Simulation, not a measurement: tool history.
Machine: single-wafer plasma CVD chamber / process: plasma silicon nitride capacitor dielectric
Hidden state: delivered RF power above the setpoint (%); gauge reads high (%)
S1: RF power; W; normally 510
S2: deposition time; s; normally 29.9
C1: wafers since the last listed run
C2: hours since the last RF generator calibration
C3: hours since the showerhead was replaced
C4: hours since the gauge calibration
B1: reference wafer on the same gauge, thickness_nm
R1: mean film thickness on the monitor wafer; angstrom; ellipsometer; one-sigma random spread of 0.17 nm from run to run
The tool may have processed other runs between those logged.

| run | hour | S1 | S2 | C1 | C2 | C3 | C4 | B1 | R1 |
|---|---|---|---|---|---|---|---|---|---|
| 1 | 0.0 | 510 | 29.9 | 0 | 848.0 | 1633.2 | 1471.0 | 45.916 | 483.26 |
| 2 | 53.9 | 510 | 29.9 | 1458 | 901.9 | 1687.1 | 1524.9 | 45.887 | 483.93 |
| 3 | 101.4 | 510 | 29.9 | 1285 | 949.4 | 1734.6 | 1572.4 | 45.912 | 481.83 |
| 4 | 142.1 | 510 | 32.9 | 1101 | 990.1 | 1775.3 | 1613.1 | 45.871 | 531.72 |
| 5 | 180.9 | 510 | 32.9 | 1049 | 1028.9 | 1814.1 | 1651.9 | 45.910 | 532.74 |
| 6 | 283.3 | 510 | 32.9 | 2770 | 1131.3 | 1916.5 | 1754.3 | 45.860 | 529.93 |
| 7 | 387.2 | 590 | 33.5 | 2811 | 1235.2 | 2020.4 | 1858.2 | 45.901 | 556.17 |
| 8 | 431.4 | 590 | 33.5 | 1195 | 1279.4 | 2064.6 | 1902.4 | 45.936 | 558.35 |
| 9 | 518.5 | 510 | 29.9 | 2356 | 1366.5 | 2151.7 | 1989.5 | 45.918 | 484.27 |
| 10 | 613.0 | 585 | 32.2 | 2556 | 1461.0 | 2246.2 | 2084.0 | 45.963 | 532.51 |
| 11 | 698.7 | 585 | 32.2 | 2318 | 1546.7 | 2331.9 | 2169.7 | 45.918 | 530.21 |
| 12 | 759.8 | 585 | 32.2 | 1653 | 1607.8 | 2393.0 | 2230.8 | 45.922 | 535.98 |
| 13 | 846.9 | 555 | 29.9 | 2356 | 1694.9 | 2480.1 | 2317.9 | 45.894 | 486.72 |
| 14 | 923.8 | 555 | 29.9 | 2080 | 1771.8 | 2557.0 | 2394.8 | 45.889 | 488.83 |
| 15 | 961.5 | 555 | 29.9 | 1019 | 1809.5 | 2594.7 | 2432.5 | 45.920 | 490.34 |
| 16 | 1024.1 | 510 | 29.9 | 1693 | 1872.1 | 2657.3 | 2495.1 | 45.924 | 475.80 |
| 17 | 1113.1 | 510 | 29.9 | 2407 | 1961.1 | 2746.3 | 2584.1 | 45.891 | 476.29 |
| 18 | 1200.9 | 510 | 29.9 | 2375 | 2048.9 | 2834.1 | 2671.9 | 45.889 | 477.09 |
| 19 | 1304.1 | 510 | 29.9 | 2792 | 2152.1 | 2937.3 | 2775.1 | 45.897 | 476.70 |
| 20 | 1384.0 | 510 | 29.9 | 2161 | 2232.0 | 3017.2 | 2855.0 | 45.882 | 478.45 |
| 21 | 1430.9 | 510 | 29.9 | 1268 | 2278.9 | 3064.1 | 2901.9 | 45.902 | 478.84 |
| 22 | 1524.6 | 430 | 29.9 | 2535 | 2372.6 | 3157.8 | 2995.6 | 45.878 | 456.79 |
|  | 1577.1 | RF generator calibrated |
| 23 | 1607.8 | 595 | 32.5 | 2034 | 30.7 | 3241.0 | 3078.8 | 45.894 | 542.88 |
| 24 | 1695.7 | 510 | 32.9 | 2378 | 118.6 | 3328.9 | 3166.7 | 45.966 | 533.66 |
| 25 | 1792.4 | 510 | 31.7 | 2616 | 215.3 | 3425.6 | 3263.4 | 45.918 | 515.01 |
| 26 | 1830.2 | 610 | 32.7 | 1022 | 253.1 | 3463.4 | 3301.2 | 45.944 | 549.18 |
|  | 1833.2 | gauge calibrated |
| 27 | 1893.4 | 510 | 35.8 | 1709 | 316.3 | 3526.6 | 60.2 | 45.888 | 576.30 |
| 28 | 1968.0 | 510 | 32.9 | 2018 | 390.9 | 3601.2 | 134.8 | 45.894 | 531.89 |
|  | 2040.8 | showerhead replaced |
| 29 | 2041.3 | 590 | 33.5 | 1766 | 464.2 | 0.5 | 208.1 | 45.911 | 559.03 |
| 30 | 2121.3 | 465 | 25.0 | 2164 | 544.2 | 80.5 | 288.1 | 45.930 | 397.15 |
| 31 | 2291.4 | 510 | 29.9 | 4602 | 714.3 | 250.6 | 458.2 | 45.889 | 481.82 |
| 32 | 2398.8 | 510 | 29.9 | 2905 | 821.7 | 358.0 | 565.6 | 45.948 | 483.91 |
| 33 | 2581.9 | 440 | 24.7 | 4953 | 1004.8 | 541.1 | 748.7 | 45.903 | 387.86 |
| 34 | 2666.9 | 550 | 35.7 | 2299 | 1089.8 | 626.1 | 833.7 | 45.871 | 586.56 |
| 35 | 2725.6 | 550 | 31.4 | 1588 | 1148.5 | 684.8 | 892.4 | 45.898 | 516.80 |
| 36 | 2783.4 | 510 | 29.9 | 1563 | 1206.3 | 742.6 | 950.2 | 45.909 | 482.68 |
| 37 | 3063.1 | 470 | 26.0 | 7567 | 1486.0 | 1022.3 | 1229.9 | 45.906 | 410.29 |
| 38 | 3136.6 | 465 | 32.6 | 1988 | 1559.5 | 1095.8 | 1303.4 | 45.926 | 517.26 |
| 39 | 3214.0 | 430 | 28.1 | 2094 | 1636.9 | 1173.2 | 1380.8 | 45.850 | 436.93 |
| 40 | 3253.8 | 510 | 29.9 | 1076 | 1676.7 | 1213.0 | 1420.6 | 45.884 | 481.98 |
| 41 | 3326.9 | 540 | 26.2 | 1977 | 1749.8 | 1286.1 | 1493.7 | 45.940 | 426.94 |
| 42 | 3433.6 | 510 | 32.3 | 2886 | 1856.5 | 1392.8 | 1600.4 | 45.893 | 518.41 |

What if the next run were any one of these 5? Each begins from the tool's condition after run 42:
| A | 3434.0 | 510 | 29.9 | 10 | 1856.9 | 1393.2 | 1600.8 | ? | ? |
| B | 3434.0 | 610 | 35.8 | 10 | 1856.9 | 1393.2 | 1600.8 | ? | ? |
| C | 3434.0 | 430 | 34.5 | 10 | 1856.9 | 1393.2 | 1600.8 | ? | ? |
| D | 3434.0 | 550 | 29.9 | 10 | 1856.9 | 1393.2 | 1600.8 | ? | ? |
| E | 3434.0 | 410 | 29.9 | 10 | 1856.9 | 1393.2 | 1600.8 | ? | ? |

| run | B1 | R1 |
|---|---|---|
| A | 45.920 | 481.14 |
| B | 45.920 | 599.02 |
| C | 45.920 | 535.87 |
| D | 45.920 | 489.02 |
| E | 45.920 | 460.02 |
What these runs would have given with no unlogged condition in the tool:
| run | R1 |
|---|---|
| A | 486.47 |
| B | 605.65 |
| C | 541.80 |
| D | 494.43 |
| E | 465.10 |
